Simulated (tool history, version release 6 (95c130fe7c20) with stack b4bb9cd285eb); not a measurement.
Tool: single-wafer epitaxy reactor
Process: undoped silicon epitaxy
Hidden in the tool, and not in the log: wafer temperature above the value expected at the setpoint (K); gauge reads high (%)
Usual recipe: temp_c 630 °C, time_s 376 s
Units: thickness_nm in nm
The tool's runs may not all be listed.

| run | hour | temp_c | time_s | wafers since the last listed run | hours since the last pyrometer calibration | hours since the gauge calibration | read-back reference wafer on the same gauge, thickness_nm | thickness_nm |
|---|---|---|---|---|---|---|---|---|
| 1 | 0 | 630 | 358 | 0 | 1012.1 | 50.4 | 43.287 | 39.512 |
| 2 | 24.1 | 630 | 397 | 123 | 1036.2 | 74.5 | 43.277 | 43.335 |
| 3 | 55.8 | 630 | 397 | 162 | 1067.9 | 106.2 | 43.338 | 43.988 |
| 4 | 75.1 | 630 | 397 | 99 | 1087.2 | 125.5 | 43.296 | 44.192 |
| 5 | 93.3 | 621 | 348 | 93 | 1105.4 | 143.7 | 43.294 | 30.717 |
| 6 | 110.2 | 630 | 376 | 86 | 1122.3 | 160.6 | 43.276 | 41.815 |
| 7 | 134.2 | 630 | 333 | 123 | 1146.3 | 184.6 | 43.328 | 36.969 |
| 8 | 151.9 | 630 | 333 | 90 | 1164 | 202.3 | 43.301 | 36.831 |
| 9 | 174.9 | 630 | 333 | 118 | 1187 | 225.3 | 43.277 | 37.08 |
| 10 | 202.1 | 630 | 376 | 139 | 1214.2 | 252.5 | 43.319 | 42.226 |
| 11 | 225.6 | 630 | 376 | 120 | 1237.7 | 276 | 43.297 | 42.185 |
| 12 | 240.9 | 630 | 376 | 78 | 1253 | 291.3 | 43.323 | 42.416 |
| 13 | 268.6 | 630 | 376 | 142 | 1280.7 | 319 | 43.314 | 42.363 |
| 14 | 295.8 | 630 | 376 | 139 | 1307.9 | 346.2 | 43.283 | 42.168 |
|  | 323.7 | pyrometer calibrated |
| 15 | 324.2 | 630 | 420 | 104 | 0.5 | 374.6 | 43.318 | 44.624 |
| 16 | 338.5 | 630 | 420 | 73 | 14.8 | 388.9 | 43.312 | 44.448 |
| 17 | 371.7 | 625 | 310 | 170 | 48 | 422.1 | 43.307 | 29.102 |
| 18 | 394.8 | 642 | 348 | 118 | 71.1 | 445.2 | 43.293 | 49.828 |
| 19 | 421.9 | 624 | 413 | 139 | 98.2 | 472.3 | 43.333 | 37.742 |
| 20 | 437.7 | 641 | 330 | 81 | 114 | 488.1 | 43.307 | 46.071 |
| 21 | 467.7 | 638 | 353 | 154 | 144 | 518.1 | 43.322 | 45.325 |
| 22 | 497.5 | 630 | 376 | 153 | 173.8 | 547.9 | 43.3 | 39.696 |
| 23 | 529.8 | 644 | 336 | 165 | 206.1 | 580.2 | 43.289 | 50.306 |
| 24 | 550.6 | 630 | 420 | 106 | 226.9 | 601 | 43.284 | 44.883 |
|  | 552.6 | gauge calibrated |
| 25 | 570.7 | 630 | 306 | 103 | 247 | 18.1 | 43.309 | 32.494 |
| 26 | 584.9 | 641 | 328 | 72 | 261.2 | 32.3 | 43.327 | 45.725 |
| 27 | 611.7 | 620 | 350 | 137 | 288 | 59.1 | 43.321 | 29.059 |
| 28 | 646.5 | 636 | 438 | 178 | 322.8 | 93.9 | 43.277 | 54.211 |
| 29 | 683.1 | 642 | 376 | 187 | 359.4 | 130.5 | 43.323 | 53.288 |
| 30 | 712.1 | 643 | 397 | 148 | 388.4 | 159.5 | 43.297 | 58.27 |
| 31 | 738.1 | 630 | 376 | 133 | 414.4 | 185.5 | 43.291 | 40.293 |
| 32 | 768.4 | 618 | 444 | 155 | 444.7 | 215.8 | 43.294 | 35.104 |

Describe how what the log doesn't record of the tool's condition differs between the last listed run preceding each entry between runs and the first listed run following it.
Run 14 -> run 15: pyrometer calibrated (hour 323.7)
  wafer temperature above the value expected at the setpoint (K): 2.5 -> 0.195
  measured less the result without the state, thickness_nm: +2.53 -> +0.215 nm
Run 24 -> run 25: gauge calibrated (hour 552.6)
  wafer temperature above the value expected at the setpoint (K): 0.263 -> 0.276
  measured less the result without the state, thickness_nm: +0.292 -> +0.222 nm
